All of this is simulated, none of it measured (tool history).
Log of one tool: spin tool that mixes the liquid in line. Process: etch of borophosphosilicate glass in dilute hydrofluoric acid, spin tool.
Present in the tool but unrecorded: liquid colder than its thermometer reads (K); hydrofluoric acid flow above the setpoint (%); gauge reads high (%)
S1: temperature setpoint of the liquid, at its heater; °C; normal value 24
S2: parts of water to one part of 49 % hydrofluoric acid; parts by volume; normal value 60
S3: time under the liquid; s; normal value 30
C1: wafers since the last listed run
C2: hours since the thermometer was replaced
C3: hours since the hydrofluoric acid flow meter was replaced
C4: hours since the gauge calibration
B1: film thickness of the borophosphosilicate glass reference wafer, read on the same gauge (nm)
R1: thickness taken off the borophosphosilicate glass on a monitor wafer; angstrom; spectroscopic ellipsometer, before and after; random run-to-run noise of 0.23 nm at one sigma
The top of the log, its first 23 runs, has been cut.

{"run": 24, "hour": 601.7, "S1": 26.5, "S2": 30, "S3": 40, "C1": 491, "C2": 432.6, "C3": 121.1, "C4": 480.1, "B1": 110, "R1": 906.5}
{"run": 25, "hour": 623.8, "S1": 28.5, "S2": 60, "S3": 15, "C1": 373, "C2": 454.7, "C3": 143.2, "C4": 502.2, "B1": 110, "R1": 177.2}
{"run": 26, "hour": 658.2, "S1": 24, "S2": 85, "S3": 40, "C1": 581, "C2": 489.1, "C3": 177.6, "C4": 536.6, "B1": 109.97, "R1": 269.2}
{"run": 27, "hour": 674.2, "S1": 22.5, "S2": 80, "S3": 50, "C1": 270, "C2": 505.1, "C3": 193.6, "C4": 552.6, "B1": 110.05, "R1": 339.4}
{"run": 28, "hour": 692.4, "S1": 28, "S2": 70, "S3": 30, "C1": 307, "C2": 523.3, "C3": 211.8, "C4": 570.8, "B1": 110.04, "R1": 289.3}
{"run": 29, "hour": 709.8, "S1": 28.5, "S2": 60, "S3": 30, "C1": 294, "C2": 540.7, "C3": 229.2, "C4": 588.2, "B1": 110, "R1": 351.6}
{"run": 30, "hour": 728.0, "S1": 27, "S2": 60, "S3": 40, "C1": 307, "C2": 558.9, "C3": 247.4, "C4": 606.4, "B1": 110.01, "R1": 443.5}
{"run": 31, "hour": 760.6, "S1": 24, "S2": 60, "S3": 30, "C1": 551, "C2": 591.5, "C3": 280, "C4": 639, "B1": 109.96, "R1": 296.5}

Below are 5 alternative next runs, each starting from the tool's condition after run 31. Predict each:
{"run": "A", "hour": 761.0, "S1": 22, "S2": 60, "S3": 30, "C1": 6, "C2": 591.9, "C3": 280.4, "C4": 639.4, "B1": "?", "R1": "?"}
{"run": "B", "hour": 761.0, "S1": 22, "S2": 70, "S3": 45, "C1": 6, "C2": 591.9, "C3": 280.4, "C4": 639.4, "B1": "?", "R1": "?"}
{"run": "C", "hour": 761.0, "S1": 21, "S2": 80, "S3": 30, "C1": 6, "C2": 591.9, "C3": 280.4, "C4": 639.4, "B1": "?", "R1": "?"}
{"run": "D", "hour": 761.0, "S1": 24, "S2": 90, "S3": 15, "C1": 6, "C2": 591.9, "C3": 280.4, "C4": 639.4, "B1": "?", "R1": "?"}
{"run": "E", "hour": 761.0, "S1": 20, "S2": 80, "S3": 15, "C1": 6, "C2": 591.9, "C3": 280.4, "C4": 639.4, "B1": "?", "R1": "?"}

run=A B1=110 R1=270.5
run=B B1=110 R1=343.7
run=C B1=110 R1=190.1
run=D B1=110 R1=94.5
run=E B1=110 R1=91.2
With the hidden condition removed and each run's random variation left untouched, the same runs would have given:
run=A R1=277.8
run=B R1=352.7
run=C R1=195.1
run=D R1=96.7
run=E R1=93.6
